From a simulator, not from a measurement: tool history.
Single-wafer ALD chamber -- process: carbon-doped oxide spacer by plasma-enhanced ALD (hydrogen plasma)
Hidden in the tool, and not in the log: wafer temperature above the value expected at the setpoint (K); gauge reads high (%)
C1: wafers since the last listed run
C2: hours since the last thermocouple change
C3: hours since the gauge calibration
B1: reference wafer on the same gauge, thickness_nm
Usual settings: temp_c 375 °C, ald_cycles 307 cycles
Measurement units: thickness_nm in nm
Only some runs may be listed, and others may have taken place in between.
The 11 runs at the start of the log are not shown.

run 12 hour=1179.2 | temp_c=379 ald_cycles=307 | C1=161 C2=1878.2 C3=1491.5 | B1=12.939 | thickness_nm=14.943
-- hour=1210.7 gauge calibrated
run 13 hour=1270.1 | temp_c=379 ald_cycles=307 | C1=154 C2=1969.1 C3=59.4 | B1=13.114 | thickness_nm=15.209
run 14 hour=1361.3 | temp_c=366 ald_cycles=290 | C1=155 C2=2060.3 C3=150.6 | B1=13.096 | thickness_nm=14.276
run 15 hour=1404.8 | temp_c=363 ald_cycles=280 | C1=73 C2=2103.8 C3=194.1 | B1=13.087 | thickness_nm=13.886
run 16 hour=1463.9 | temp_c=375 ald_cycles=307 | C1=100 C2=2162.9 C3=253.2 | B1=13.085 | thickness_nm=15.174
run 17 hour=1542.2 | temp_c=375 ald_cycles=307 | C1=133 C2=2241.2 C3=331.5 | B1=13.078 | thickness_nm=15.153
run 18 hour=1595.9 | temp_c=370 ald_cycles=329 | C1=91 C2=2294.9 C3=385.2 | B1=13.067 | thickness_nm=16.255
run 19 hour=1656.5 | temp_c=387 ald_cycles=307 | C1=103 C2=2355.5 C3=445.8 | B1=13.068 | thickness_nm=15.211
run 20 hour=1719.3 | temp_c=380 ald_cycles=367 | C1=106 C2=2418.3 C3=508.6 | B1=13.06 | thickness_nm=18.149

Run 21, settings as shown, results not yet in. Your forecast:
run 21 hour=1769.9 | temp_c=375 ald_cycles=307 | C1=86 C2=2468.9 C3=559.2 | B1=? | thickness_nm=?

B1: 13.056
thickness_nm: 15.055 nm
Had the tool carried no hidden state, the very same run would have given thickness_nm 15.112 nm.
